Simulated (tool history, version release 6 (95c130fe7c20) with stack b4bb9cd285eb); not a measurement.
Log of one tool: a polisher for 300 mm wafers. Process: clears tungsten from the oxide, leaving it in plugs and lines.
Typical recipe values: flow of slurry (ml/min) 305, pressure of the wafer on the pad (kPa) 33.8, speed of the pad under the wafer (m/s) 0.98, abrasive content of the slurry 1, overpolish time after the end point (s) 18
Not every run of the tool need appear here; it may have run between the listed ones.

run	hour	flow of slurry (ml/min)	pressure of the wafer on the pad (kPa)	speed of the pad under the wafer (m/s)	abrasive content of the slurry	overpolish time after the end point (s)	wafers since the last listed run	wafers polished on this pad	hours since the slurry nozzle was cleaned	hours since the head pressure was calibrated	hours since the slurry blender was calibrated	hours since the slurry got fresh peroxide	incoming thickness of the incoming film, nm	time until the end point was called (s)
1	0	305	33.8	0.98	1	18	0	1357	459.9	333.3	222.9	1	624.7	91.7
2	31.8	305	33.8	0.98	1	18	257	1615	491.7	365.1	254.7	32.8	613.1	92.5
3	91.6	305	33.8	0.8	1	18	484	2099	551.5	424.9	314.5	92.6	611.7	113.3
# hour 102.9: slurry blender recalibrated
# hour 117.4: head pressure recalibrated
4	143	305	33.8	0.8	1	18	383	2483	602.9	25.6	40.1	144	611.8	112.5
# hour 173.5: worn pad replaced by a new one
5	190.2	305	33.8	0.98	1	18	349	135	650.1	72.8	87.3	191.2	620.5	88.8
6	222.9	305	33.8	0.98	1	18	264	399	682.8	105.5	120	223.9	612	89.3
# hour 249.6: slurry nozzle cleaned
7	260.2	305	33.8	0.98	1	18	294	693	10.6	142.8	157.3	261.2	628.5	91.3
# hour 322.2: slurry tank refilled with fresh slurry and peroxide
8	325	305	33.8	0.98	1	18	516	1210	75.4	207.6	222.1	2.8	624	91.4
9	372.7	305	33.8	0.98	1	18	386	1597	123.1	255.3	269.8	50.5	630.9	91.8
# hour 411.7: slurry blender recalibrated
10	417.1	275	33.8	0.98	1.25	18	343	1940	167.5	299.7	5.4	94.9	621.4	88.5
11	483.5	405	26.9	0.98	1.15	26	537	2478	233.9	366.1	71.8	161.3	628.5	114
# hour 523.5: worn pad replaced by a new one
12	529	210	33.8	0.98	1	18	336	44	279.4	411.6	117.3	206.8	611.4	93.8
13	575.2	350	37.9	0.98	1	18	374	418	325.6	457.8	163.5	253	621	80.7
# hour 609.2: slurry tank refilled with fresh slurry and peroxide
# hour 620.2: head pressure recalibrated
14	621.1	305	33.8	0.98	1	14	347	766	371.5	0.9	209.4	11.9	614.5	90.4
15	652.7	305	33.8	0.98	1.1	10	255	1022	403.1	32.5	241	43.5	619.3	87.2
16	708.5	335	33.8	1.08	1	18	451	1474	458.9	88.3	296.8	99.3	626.3	83.4
# hour 728.6: slurry blender recalibrated
17	757	305	33.8	0.98	1	23	376	1850	507.4	136.8	28.4	147.8	612.3	89.9
18	794.8	275	23.4	1.22	1	18	306	2156	545.2	174.6	66.2	185.6	609.9	108.6
# hour 801.1: worn pad replaced by a new one
19	852.6	305	33.8	0.98	1	18	435	417	603	232.4	124	243.4	625.4	90
# hour 871.5: slurry tank refilled with fresh slurry and peroxide
20	886.8	305	33.8	0.98	1	18	268	686	637.2	266.6	158.2	15.3	617.1	88.2
21	912.7	305	28.3	0.98	1	18	209	895	663.1	292.5	184.1	41.2	621.3	107.6
22	943.8	305	33.8	0.98	1	18	251	1147	694.2	323.6	215.2	72.3	622.6	90.3
23	994.5	305	33.8	0.98	1	18	410	1558	744.9	374.3	265.9	123	618.8	92.2
# hour 1039.7: slurry blender recalibrated
24	1042.1	375	30.3	0.98	1	7	369	1927	792.5	421.9	2.4	170.6	621.6	101
# hour 1083.2: slurry nozzle cleaned
# hour 1095: worn pad replaced by a new one
25	1098.1	305	33.8	0.98	1	10	413	24	14.9	477.9	58.4	226.6	615.3	88.7
# hour 1135.1: head pressure recalibrated
# hour 1138.9: slurry tank refilled with fresh slurry and peroxide
26	1149.4	305	37.9	0.98	1.2	18	391	416	66.2	14.3	109.7	10.5	618.3	77.6

Here are 4 independent what-if runs from the current tool condition. What would each one return?
A	1149.9	305	33.8	0.98	1	18	4	420	66.7	14.8	110.2	11	626.5	?
B	1149.9	305	23.4	0.98	1	18	4	420	66.7	14.8	110.2	11	626.5	?
C	1149.9	305	33.8	0.98	1	8	4	420	66.7	14.8	110.2	11	626.5	?
D	1149.9	305	33.8	0.98	0.9	18	4	420	66.7	14.8	110.2	11	626.5	?

run	time until the end point was called (s)
A	90.5
B	130.5
C	90.5
D	93
Take away the tool's hidden state, keep each run's random variation, and the runs would have read:
run	time until the end point was called (s)
A	89.9
B	129.6
C	89.9
D	92.3
